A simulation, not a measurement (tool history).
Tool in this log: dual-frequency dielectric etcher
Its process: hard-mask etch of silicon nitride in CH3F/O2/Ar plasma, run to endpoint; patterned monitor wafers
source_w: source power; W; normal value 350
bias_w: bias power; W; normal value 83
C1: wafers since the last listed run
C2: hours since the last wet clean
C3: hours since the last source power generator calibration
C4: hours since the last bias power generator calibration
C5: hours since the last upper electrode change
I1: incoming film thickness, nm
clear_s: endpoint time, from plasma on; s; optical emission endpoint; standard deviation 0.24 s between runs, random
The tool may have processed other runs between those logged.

run 1 day=0.000 | source_w=280 bias_w=83 | C1=0 C2=459.3 C3=2214.0 C4=1724.3 C5=1913.2 | I1=49.41 | clear_s=85.4
run 2 day=1.938 | source_w=350 bias_w=83 | C1=611 C2=505.8 C3=2260.5 C4=1770.8 C5=1959.7 | I1=49.46 | clear_s=79.9
-- day=4.646 wet clean of the chamber
run 3 day=4.667 | source_w=350 bias_w=83 | C1=546 C2=0.5 C3=2326.0 C4=1836.3 C5=2025.2 | I1=49.32 | clear_s=81.9
run 4 day=4.983 | source_w=420 bias_w=83 | C1=100 C2=8.1 C3=2333.6 C4=1843.9 C5=2032.8 | I1=48.89 | clear_s=76.9
run 5 day=7.158 | source_w=420 bias_w=83 | C1=686 C2=60.3 C3=2385.8 C4=1896.1 C5=2085.0 | I1=49.42 | clear_s=77.5
run 6 day=8.562 | source_w=420 bias_w=83 | C1=443 C2=94.0 C3=2419.5 C4=1929.8 C5=2118.7 | I1=49.32 | clear_s=77.3
run 7 day=10.808 | source_w=350 bias_w=70 | C1=709 C2=147.9 C3=2473.4 C4=1983.7 C5=2172.6 | I1=49.24 | clear_s=85.7
run 8 day=12.717 | source_w=350 bias_w=83 | C1=602 C2=193.7 C3=2519.2 C4=2029.5 C5=2218.4 | I1=49.46 | clear_s=81.4
run 9 day=15.154 | source_w=350 bias_w=83 | C1=769 C2=252.2 C3=2577.7 C4=2088.0 C5=2276.9 | I1=48.68 | clear_s=79.8
-- day=22.429 source power generator calibrated
run 10 day=22.450 | source_w=380 bias_w=83 | C1=2251 C2=427.3 C3=0.5 C4=2263.1 C5=2452.0 | I1=48.74 | clear_s=76.1
-- day=26.292 wet clean of the chamber
run 11 day=27.442 | source_w=380 bias_w=83 | C1=1260 C2=27.6 C3=120.3 C4=2382.9 C5=2571.8 | I1=48.73 | clear_s=78.4
run 12 day=29.479 | source_w=380 bias_w=83 | C1=643 C2=76.5 C3=169.2 C4=2431.8 C5=2620.7 | I1=49.44 | clear_s=79.3
run 13 day=31.342 | source_w=320 bias_w=83 | C1=588 C2=121.2 C3=213.9 C4=2476.5 C5=2665.4 | I1=49.34 | clear_s=83.6
-- day=33.483 upper electrode replaced
run 14 day=33.642 | source_w=350 bias_w=83 | C1=410 C2=176.4 C3=269.1 C4=2531.7 C5=3.8 | I1=49.94 | clear_s=81.9
run 15 day=36.325 | source_w=350 bias_w=83 | C1=847 C2=240.8 C3=333.5 C4=2596.1 C5=68.2 | I1=48.79 | clear_s=79.2
run 16 day=39.146 | source_w=380 bias_w=95 | C1=890 C2=308.5 C3=401.2 C4=2663.8 C5=135.9 | I1=49.25 | clear_s=75.2
-- day=40.892 bias power generator calibrated
run 17 day=45.450 | source_w=430 bias_w=66 | C1=1938 C2=459.8 C3=552.5 C4=109.4 C5=287.2 | I1=48.93 | clear_s=79.5
-- day=48.938 wet clean of the chamber
run 18 day=48.958 | source_w=350 bias_w=83 | C1=792 C2=0.5 C3=636.7 C4=193.6 C5=371.4 | I1=49.34 | clear_s=81.1
run 19 day=50.262 | source_w=280 bias_w=100 | C1=411 C2=31.8 C3=668.0 C4=224.9 C5=402.7 | I1=49.42 | clear_s=82.2
run 20 day=51.900 | source_w=350 bias_w=83 | C1=517 C2=71.1 C3=707.3 C4=264.2 C5=442.0 | I1=49.23 | clear_s=81.2
run 21 day=59.725 | source_w=350 bias_w=83 | C1=2471 C2=258.9 C3=895.1 C4=452.0 C5=629.8 | I1=48.97 | clear_s=79.6
run 22 day=62.250 | source_w=390 bias_w=89 | C1=797 C2=319.5 C3=955.7 C4=512.6 C5=690.4 | I1=48.93 | clear_s=75.2
run 23 day=63.983 | source_w=370 bias_w=103 | C1=547 C2=361.1 C3=997.3 C4=554.2 C5=732.0 | I1=48.97 | clear_s=73.4
run 24 day=65.038 | source_w=300 bias_w=83 | C1=332 C2=386.4 C3=1022.6 C4=579.5 C5=757.3 | I1=49.39 | clear_s=83.7
run 25 day=66.296 | source_w=350 bias_w=74 | C1=397 C2=416.6 C3=1052.8 C4=609.7 C5=787.5 | I1=49.68 | clear_s=82.8
run 26 day=67.567 | source_w=410 bias_w=75 | C1=401 C2=447.1 C3=1083.3 C4=640.2 C5=818.0 | I1=49.12 | clear_s=78.1
-- day=68.862 wet clean of the chamber
run 27 day=68.883 | source_w=270 bias_w=71 | C1=100 C2=0.5 C3=1114.9 C4=671.8 C5=849.6 | I1=50.04 | clear_s=94.0

5 options for the next run, each taken on its own from the tool as it stands now. Forecast them:
run A day=68.900 | source_w=350 bias_w=83 | C1=5 C2=0.9 C3=1115.3 C4=672.2 C5=850.0 | I1=48.96 | clear_s=?
run B day=68.900 | source_w=300 bias_w=64 | C1=5 C2=0.9 C3=1115.3 C4=672.2 C5=850.0 | I1=48.96 | clear_s=?
run C day=68.900 | source_w=350 bias_w=78 | C1=5 C2=0.9 C3=1115.3 C4=672.2 C5=850.0 | I1=48.96 | clear_s=?
run D day=68.900 | source_w=400 bias_w=62 | C1=5 C2=0.9 C3=1115.3 C4=672.2 C5=850.0 | I1=48.96 | clear_s=?
run E day=68.900 | source_w=350 bias_w=76 | C1=5 C2=0.9 C3=1115.3 C4=672.2 C5=850.0 | I1=48.96 | clear_s=?

run=A clear_s=81.1
run=B clear_s=91.5
run=C clear_s=82.6
run=D clear_s=84.6
run=E clear_s=83.2
With the hidden condition removed and each run's random variation left untouched, the same runs would have given:
run=A clear_s=80.3
run=B clear_s=90.6
run=C clear_s=81.8
run=D clear_s=83.8
run=E clear_s=82.4
